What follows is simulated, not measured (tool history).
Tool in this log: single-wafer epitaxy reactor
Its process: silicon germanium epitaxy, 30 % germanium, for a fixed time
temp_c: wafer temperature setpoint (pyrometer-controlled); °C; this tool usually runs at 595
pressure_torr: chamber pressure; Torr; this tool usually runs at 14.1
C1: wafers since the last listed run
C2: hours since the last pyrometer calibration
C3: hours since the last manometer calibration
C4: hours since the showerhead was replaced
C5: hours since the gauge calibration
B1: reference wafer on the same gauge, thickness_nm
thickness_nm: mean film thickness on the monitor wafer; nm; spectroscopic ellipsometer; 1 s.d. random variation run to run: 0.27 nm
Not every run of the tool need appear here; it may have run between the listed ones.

run 1 hour=0 | temp_c=595 pressure_torr=14.1 | C1=0 C2=1791.6 C3=1400.7 C4=5066.7 C5=660.7 | B1=53.049 | thickness_nm=48.84
run 2 hour=44.7 | temp_c=588 pressure_torr=14.1 | C1=1252 C2=1836.3 C3=1445.4 C4=5111.4 C5=705.4 | B1=52.903 | thickness_nm=42.284
run 3 hour=145.4 | temp_c=588 pressure_torr=14.1 | C1=2820 C2=1937 C3=1546.1 C4=5212.1 C5=806.1 | B1=52.7 | thickness_nm=42.343
run 4 hour=201.8 | temp_c=595 pressure_torr=14.1 | C1=1579 C2=1993.4 C3=1602.5 C4=5268.5 C5=862.5 | B1=52.843 | thickness_nm=49.235
run 5 hour=270.1 | temp_c=595 pressure_torr=14.1 | C1=1913 C2=2061.7 C3=1670.8 C4=5336.8 C5=930.8 | B1=52.896 | thickness_nm=49.22
run 6 hour=350 | temp_c=595 pressure_torr=14.1 | C1=2238 C2=2141.6 C3=1750.7 C4=5416.7 C5=1010.7 | B1=52.813 | thickness_nm=49.288
run 7 hour=408.5 | temp_c=595 pressure_torr=11.9 | C1=1638 C2=2200.1 C3=1809.2 C4=5475.2 C5=1069.2 | B1=52.975 | thickness_nm=46.25
run 8 hour=496.4 | temp_c=595 pressure_torr=11.9 | C1=2462 C2=2288 C3=1897.1 C4=5563.1 C5=1157.1 | B1=52.867 | thickness_nm=46.371
-- hour=507.6 capacitance manometer re-zeroed and calibrated
-- hour=572.6 gauge calibrated
run 9 hour=590.2 | temp_c=595 pressure_torr=11.9 | C1=2403 C2=2381.8 C3=82.6 C4=5656.9 C5=17.6 | B1=52.912 | thickness_nm=46.716
-- hour=650.2 showerhead replaced
run 10 hour=655.4 | temp_c=595 pressure_torr=14.1 | C1=1602 C2=2447 C3=147.8 C4=5.2 C5=82.8 | B1=52.965 | thickness_nm=49.55
run 11 hour=694 | temp_c=588 pressure_torr=12.3 | C1=1081 C2=2485.6 C3=186.4 C4=43.8 C5=121.4 | B1=52.856 | thickness_nm=40.823
run 12 hour=768.3 | temp_c=595 pressure_torr=15.4 | C1=2081 C2=2559.9 C3=260.7 C4=118.1 C5=195.7 | B1=52.875 | thickness_nm=50.471
-- hour=820.1 pyrometer calibrated
run 13 hour=820.6 | temp_c=595 pressure_torr=14.1 | C1=1240 C2=0.5 C3=313 C4=170.4 C5=248 | B1=53.028 | thickness_nm=45.598
run 14 hour=882.7 | temp_c=582 pressure_torr=16.2 | C1=1739 C2=62.6 C3=375.1 C4=232.5 C5=310.1 | B1=52.878 | thickness_nm=36.682
run 15 hour=978.8 | temp_c=595 pressure_torr=12.5 | C1=2691 C2=158.7 C3=471.2 C4=328.6 C5=406.2 | B1=53.068 | thickness_nm=44.713
run 16 hour=1021 | temp_c=601 pressure_torr=17.2 | C1=1182 C2=200.9 C3=513.4 C4=370.8 C5=448.4 | B1=52.828 | thickness_nm=56.847
run 17 hour=1112.6 | temp_c=595 pressure_torr=14.1 | C1=2565 C2=292.5 C3=605 C4=462.4 C5=540 | B1=52.925 | thickness_nm=46.717
run 18 hour=1215.6 | temp_c=586 pressure_torr=14.1 | C1=2885 C2=395.5 C3=708 C4=565.4 C5=643 | B1=52.78 | thickness_nm=39.269
run 19 hour=1266.3 | temp_c=584 pressure_torr=11.9 | C1=1420 C2=446.2 C3=758.7 C4=616.1 C5=693.7 | B1=53.016 | thickness_nm=35.258
run 20 hour=1353 | temp_c=595 pressure_torr=11 | C1=2428 C2=532.9 C3=845.4 C4=702.8 C5=780.4 | B1=52.742 | thickness_nm=43.899

Branching from run 20: 3 alternative next runs. What would each branch give?
run A hour=1353.4 | temp_c=595 pressure_torr=14.1 | C1=11 C2=533.3 C3=845.8 C4=703.2 C5=780.8 | B1=? | thickness_nm=?
run B hour=1353.4 | temp_c=582 pressure_torr=14.1 | C1=11 C2=533.3 C3=845.8 C4=703.2 C5=780.8 | B1=? | thickness_nm=?
run C hour=1353.4 | temp_c=607 pressure_torr=17.3 | C1=11 C2=533.3 C3=845.8 C4=703.2 C5=780.8 | B1=? | thickness_nm=?

run=A B1=52.854 thickness_nm=47.401
run=B B1=52.854 thickness_nm=35.935
run=C B1=52.854 thickness_nm=65.219
Without the tool's hidden state the same runs would have given:
run=A thickness_nm=45.219
run=B thickness_nm=34.224
run=C thickness_nm=62.306
